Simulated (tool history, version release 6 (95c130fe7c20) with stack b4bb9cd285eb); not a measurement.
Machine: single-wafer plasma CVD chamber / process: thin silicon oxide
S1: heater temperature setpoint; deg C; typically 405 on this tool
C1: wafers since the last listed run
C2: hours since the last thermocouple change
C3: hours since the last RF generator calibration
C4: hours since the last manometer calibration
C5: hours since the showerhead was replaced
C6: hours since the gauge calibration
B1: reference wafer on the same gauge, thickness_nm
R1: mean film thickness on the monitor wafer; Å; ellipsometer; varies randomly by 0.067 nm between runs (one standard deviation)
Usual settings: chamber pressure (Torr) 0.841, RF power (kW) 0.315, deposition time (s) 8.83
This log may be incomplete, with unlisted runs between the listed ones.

run 1 hour=0.0 | S1=405 chamber_pressure_(Torr)=0.841 RF_power_(kW)=0.315 deposition_time_(s)=8.83 | C1=0 C2=756.2 C3=713.4 C4=363.5 C5=6254.1 C6=218.2 | B1=13.499 | R1=167.12
-- hour=56.3 RF generator calibrated
run 2 hour=56.7 | S1=405 chamber_pressure_(Torr)=0.841 RF_power_(kW)=0.315 deposition_time_(s)=8.83 | C1=1379 C2=812.9 C3=0.4 C4=420.2 C5=6310.8 C6=274.9 | B1=13.503 | R1=166.23
run 3 hour=123.5 | S1=405 chamber_pressure_(Torr)=0.841 RF_power_(kW)=0.315 deposition_time_(s)=8.83 | C1=1891 C2=879.7 C3=67.2 C4=487.0 C5=6377.6 C6=341.7 | B1=13.493 | R1=165.35
run 4 hour=184.7 | S1=415 chamber_pressure_(Torr)=0.841 RF_power_(kW)=0.315 deposition_time_(s)=8.83 | C1=1733 C2=940.9 C3=128.4 C4=548.2 C5=6438.8 C6=402.9 | B1=13.500 | R1=165.38
run 5 hour=226.8 | S1=405 chamber_pressure_(Torr)=0.841 RF_power_(kW)=0.315 deposition_time_(s)=8.83 | C1=1192 C2=983.0 C3=170.5 C4=590.3 C5=6480.9 C6=445.0 | B1=13.505 | R1=166.20
run 6 hour=302.3 | S1=405 chamber_pressure_(Torr)=0.841 RF_power_(kW)=0.315 deposition_time_(s)=8.83 | C1=2138 C2=1058.5 C3=246.0 C4=665.8 C5=6556.4 C6=520.5 | B1=13.501 | R1=165.24
run 7 hour=384.1 | S1=405 chamber_pressure_(Torr)=0.841 RF_power_(kW)=0.315 deposition_time_(s)=8.83 | C1=2316 C2=1140.3 C3=327.8 C4=747.6 C5=6638.2 C6=602.3 | B1=13.507 | R1=166.34
-- hour=413.9 thermocouple changed; heater temperature recalibrated
run 8 hour=622.1 | S1=405 chamber_pressure_(Torr)=0.841 RF_power_(kW)=0.315 deposition_time_(s)=8.83 | C1=6514 C2=208.2 C3=565.8 C4=985.6 C5=6876.2 C6=840.3 | B1=13.484 | R1=166.96
run 9 hour=666.9 | S1=405 chamber_pressure_(Torr)=0.918 RF_power_(kW)=0.315 deposition_time_(s)=8.83 | C1=1268 C2=253.0 C3=610.6 C4=1030.4 C5=6921.0 C6=885.1 | B1=13.488 | R1=183.08
-- hour=719.6 showerhead replaced
run 10 hour=749.1 | S1=405 chamber_pressure_(Torr)=0.841 RF_power_(kW)=0.315 deposition_time_(s)=8.83 | C1=2101 C2=335.2 C3=692.8 C4=1112.6 C5=29.5 C6=967.3 | B1=13.509 | R1=169.86
-- hour=801.8 RF generator calibrated
run 11 hour=842.7 | S1=405 chamber_pressure_(Torr)=0.841 RF_power_(kW)=0.315 deposition_time_(s)=8.83 | C1=2424 C2=428.8 C3=40.9 C4=1206.2 C5=123.1 C6=1060.9 | B1=13.504 | R1=169.75
run 12 hour=949.8 | S1=405 chamber_pressure_(Torr)=0.841 RF_power_(kW)=0.315 deposition_time_(s)=8.83 | C1=3033 C2=535.9 C3=148.0 C4=1313.3 C5=230.2 C6=1168.0 | B1=13.504 | R1=170.01
run 13 hour=1031.1 | S1=393 chamber_pressure_(Torr)=1.024 RF_power_(kW)=0.290 deposition_time_(s)=10.38 | C1=2302 C2=617.2 C3=229.3 C4=1394.6 C5=311.5 C6=1249.3 | B1=13.473 | R1=230.52
-- hour=1048.2 capacitance manometer re-zeroed and calibrated
run 14 hour=1073.6 | S1=405 chamber_pressure_(Torr)=0.735 RF_power_(kW)=0.315 deposition_time_(s)=8.83 | C1=977 C2=659.7 C3=271.8 C4=25.4 C5=354.0 C6=1291.8 | B1=13.502 | R1=155.51
run 15 hour=1170.9 | S1=418 chamber_pressure_(Torr)=0.973 RF_power_(kW)=0.315 deposition_time_(s)=7.31 | C1=2755 C2=757.0 C3=369.1 C4=122.7 C5=451.3 C6=1389.1 | B1=13.507 | R1=164.78
-- hour=1176.8 gauge calibrated
run 16 hour=1269.4 | S1=405 chamber_pressure_(Torr)=0.699 RF_power_(kW)=0.345 deposition_time_(s)=8.83 | C1=2789 C2=855.5 C3=467.6 C4=221.2 C5=549.8 C6=92.6 | B1=13.491 | R1=153.37
run 17 hour=1341.1 | S1=405 chamber_pressure_(Torr)=0.841 RF_power_(kW)=0.340 deposition_time_(s)=9.79 | C1=2030 C2=927.2 C3=539.3 C4=292.9 C5=621.5 C6=164.3 | B1=13.498 | R1=204.34
-- hour=1387.0 capacitance manometer re-zeroed and calibrated, repeated, since the last time left the tool worse
run 18 hour=1387.5 | S1=393 chamber_pressure_(Torr)=0.962 RF_power_(kW)=0.350 deposition_time_(s)=9.47 | C1=1087 C2=973.6 C3=585.7 C4=0.5 C5=667.9 C6=210.7 | B1=13.479 | R1=207.03
run 19 hour=1495.7 | S1=417 chamber_pressure_(Torr)=0.974 RF_power_(kW)=0.315 deposition_time_(s)=9.39 | C1=3064 C2=1081.8 C3=693.9 C4=108.7 C5=776.1 C6=318.9 | B1=13.504 | R1=196.05
run 20 hour=1542.2 | S1=405 chamber_pressure_(Torr)=0.841 RF_power_(kW)=0.315 deposition_time_(s)=8.83 | C1=1316 C2=1128.3 C3=740.4 C4=155.2 C5=822.6 C6=365.4 | B1=13.496 | R1=162.55
run 21 hour=1598.5 | S1=409 chamber_pressure_(Torr)=0.934 RF_power_(kW)=0.340 deposition_time_(s)=9.78 | C1=1594 C2=1184.6 C3=796.7 C4=211.5 C5=878.9 C6=421.7 | B1=13.492 | R1=205.15
run 22 hour=1635.9 | S1=414 chamber_pressure_(Torr)=0.950 RF_power_(kW)=0.360 deposition_time_(s)=7.80 | C1=1059 C2=1222.0 C3=834.1 C4=248.9 C5=916.3 C6=459.1 | B1=13.500 | R1=168.62
-- hour=1678.3 thermocouple changed; heater temperature recalibrated
run 23 hour=1700.8 | S1=405 chamber_pressure_(Torr)=0.841 RF_power_(kW)=0.315 deposition_time_(s)=8.83 | C1=1611 C2=22.5 C3=899.0 C4=313.8 C5=981.2 C6=524.0 | B1=13.521 | R1=164.86

Run 24 comes next. What will it give?
-- hour=1737.2 RF generator calibrated
run 24 hour=1776.9 | S1=405 chamber_pressure_(Torr)=0.841 RF_power_(kW)=0.315 deposition_time_(s)=8.83 | C1=1928 C2=98.6 C3=39.7 C4=389.9 C5=1057.3 C6=600.1 | B1=? | R1=?

B1: 13.491
R1: 164.67 Å
With the hidden condition absent and the run-to-run variation left alone, this run would have shown R1 163.38 Å.

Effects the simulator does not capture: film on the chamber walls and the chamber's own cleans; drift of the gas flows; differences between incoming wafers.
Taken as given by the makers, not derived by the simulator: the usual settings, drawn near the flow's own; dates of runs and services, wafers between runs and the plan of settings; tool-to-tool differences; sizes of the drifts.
